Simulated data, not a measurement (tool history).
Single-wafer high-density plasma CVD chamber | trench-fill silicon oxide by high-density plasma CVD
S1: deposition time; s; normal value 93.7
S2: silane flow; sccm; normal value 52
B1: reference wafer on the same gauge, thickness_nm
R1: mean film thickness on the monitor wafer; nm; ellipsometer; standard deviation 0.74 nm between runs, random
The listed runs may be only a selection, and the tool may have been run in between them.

Run 1, hour 0: usual settings; B1 428.955. Result: R1 477.234 nm.
Run 2, hour 26: usual settings but S1 100.2 s; B1 428.839. Result: R1 509.866 nm.
Run 3, hour 43: usual settings but S1 104.7 s, S2 47 sccm; B1 428.897. Result: R1 493.562 nm.
Run 4, hour 72.9: usual settings but S1 104.7 s, S2 47 sccm; B1 428.635. Result: R1 492.844 nm.
Run 5, hour 95.5: usual settings but S1 104.7 s, S2 47 sccm; B1 429.069. Result: R1 491.703 nm.
Run 6, hour 110: usual settings; B1 429.367. Result: R1 476.383 nm.
Run 7, hour 144.1: usual settings; B1 429.196. Result: R1 476.312 nm.
At hour 168.7: silane flow controller replaced.
Run 8, hour 178.8: usual settings but S1 104.2 s; B1 428.53. Result: R1 543.576 nm.
Run 9, hour 201.1: usual settings but S1 104.2 s; B1 429.128. Result: R1 544.141 nm.
Run 10, hour 216.2: usual settings but S1 82 s, S2 46 sccm; B1 429.371. Result: R1 389.353 nm.
At hour 242.9: gauge calibrated.
Run 11, hour 249.2: usual settings but S1 109.2 s, S2 43 sccm; B1 429.11. Result: R1 491.913 nm.
Run 12, hour 266.1: usual settings; B1 429.199. Result: R1 488.968 nm.
Run 13, hour 300.7: usual settings but S1 103.1 s, S2 49 sccm; B1 429.133. Result: R1 513.282 nm.
Run 14, hour 314.1: usual settings but S1 107.2 s, S2 45 sccm; B1 429.104. Result: R1 500.081 nm.
Run 15, hour 339.6: usual settings; B1 428.804. Result: R1 490.122 nm.
Run 16, hour 359.7: usual settings but S1 86.3 s, S2 43 sccm; B1 428.821. Result: R1 389.372 nm.
Run 17, hour 387: usual settings but S1 76.6 s; B1 429.195. Result: R1 399.442 nm.
Run 18, hour 400.4: usual settings but S1 88.9 s, S2 46 sccm; B1 429.032. Result: R1 423.065 nm.

Forecast each of these 3 alternatives for the next run:
Run A, hour 400.8: usual settings but S2 42 sccm; B1 ?. Result: R1 ?.
Run B, hour 400.8: usual settings but S1 112.2 s, S2 46 sccm; B1 ?. Result: R1 ?.
Run C, hour 400.8: usual settings but S1 78.5 s, S2 43 sccm; B1 ?. Result: R1 ?.

run       B1       R1
  A  429.285  414.963
  B  429.285  532.356
  C  429.285  353.851
The same runs, with their run-to-run variation unchanged, on a tool lacking any hidden condition would have given:
run       R1
  A  418.235
  B  536.553
  C   356.64
